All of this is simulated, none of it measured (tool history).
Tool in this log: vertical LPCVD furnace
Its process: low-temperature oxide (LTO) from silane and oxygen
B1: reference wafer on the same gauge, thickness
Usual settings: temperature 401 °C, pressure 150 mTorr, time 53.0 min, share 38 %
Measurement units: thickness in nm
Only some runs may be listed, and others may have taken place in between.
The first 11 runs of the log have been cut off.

{"run": 12, "day": 19.908, "temperature": 404, "pressure": 150, "time": 70.5, "share": 33, "B1": 346.47, "thickness": 371.39}
{"run": 13, "day": 22.096, "temperature": 401, "pressure": 150, "time": 65.5, "share": 38, "B1": 345.96, "thickness": 403.58}
{"run": 14, "day": 23.996, "temperature": 401, "pressure": 150, "time": 53.0, "share": 38, "B1": 346.08, "thickness": 325.71}
{"run": 15, "day": 25.3, "temperature": 401, "pressure": 150, "time": 53.0, "share": 38, "B1": 345.87, "thickness": 325.65}
{"run": 16, "day": 26.892, "temperature": 401, "pressure": 150, "time": 53.0, "share": 38, "B1": 345.93, "thickness": 322.9}
{"day": 28.9, "done": "thermocouples replaced and temperature profile calibrated"}
{"run": 17, "day": 28.921, "temperature": 401, "pressure": 150, "time": 53.0, "share": 34, "B1": 345.99, "thickness": 269.18}
{"run": 18, "day": 29.746, "temperature": 401, "pressure": 150, "time": 69.5, "share": 38, "B1": 345.38, "thickness": 407.89}
{"run": 19, "day": 31.204, "temperature": 401, "pressure": 150, "time": 53.0, "share": 43, "B1": 345.4, "thickness": 362.18}
{"run": 20, "day": 32.329, "temperature": 401, "pressure": 150, "time": 53.0, "share": 38, "B1": 346.36, "thickness": 311.88}
{"run": 21, "day": 34.633, "temperature": 396, "pressure": 150, "time": 53.0, "share": 38, "B1": 346.73, "thickness": 295.61}
{"run": 22, "day": 36.788, "temperature": 401, "pressure": 150, "time": 53.0, "share": 38, "B1": 346.13, "thickness": 315.3}
{"run": 23, "day": 38.046, "temperature": 396, "pressure": 130, "time": 47.0, "share": 45, "B1": 345.98, "thickness": 275.45}
{"run": 24, "day": 40.808, "temperature": 410, "pressure": 150, "time": 53.0, "share": 45, "B1": 345.85, "thickness": 417.78}
{"run": 25, "day": 42.983, "temperature": 409, "pressure": 150, "time": 53.0, "share": 38, "B1": 346.03, "thickness": 341.12}
{"run": 26, "day": 44.704, "temperature": 390, "pressure": 135, "time": 66.5, "share": 43, "B1": 345.9, "thickness": 363.62}
{"run": 27, "day": 46.55, "temperature": 392, "pressure": 150, "time": 43.5, "share": 44, "B1": 346.29, "thickness": 277.44}
{"run": 28, "day": 48.375, "temperature": 401, "pressure": 150, "time": 53.0, "share": 38, "B1": 346.27, "thickness": 312.98}
{"run": 29, "day": 49.888, "temperature": 409, "pressure": 165, "time": 53.0, "share": 38, "B1": 345.76, "thickness": 380.95}
{"run": 30, "day": 52.583, "temperature": 404, "pressure": 135, "time": 43.0, "share": 36, "B1": 346.06, "thickness": 221.94}
{"day": 53.062, "done": "gauge calibrated"}
{"run": 31, "day": 53.842, "temperature": 401, "pressure": 150, "time": 68.5, "share": 38, "B1": 345.89, "thickness": 406.63}
{"run": 32, "day": 54.875, "temperature": 401, "pressure": 150, "time": 40.0, "share": 38, "B1": 345.78, "thickness": 239.7}

Branching from run 32: 3 alternative next runs. What would each branch give?
{"run": "A", "day": 55.1, "temperature": 401, "pressure": 150, "time": 53.0, "share": 38, "B1": "?", "thickness": "?"}
{"run": "B", "day": 55.1, "temperature": 401, "pressure": 150, "time": 53.0, "share": 33, "B1": "?", "thickness": "?"}
{"run": "C", "day": 55.1, "temperature": 391, "pressure": 150, "time": 53.0, "share": 38, "B1": "?", "thickness": "?"}

run=A B1=345.88 thickness=315.88
run=B B1=345.88 thickness=262.34
run=C B1=345.88 thickness=282.04
Without the tool's unlogged condition, the same runs would have read:
run=A thickness=312.03
run=B thickness=259.03
run=C thickness=278.47
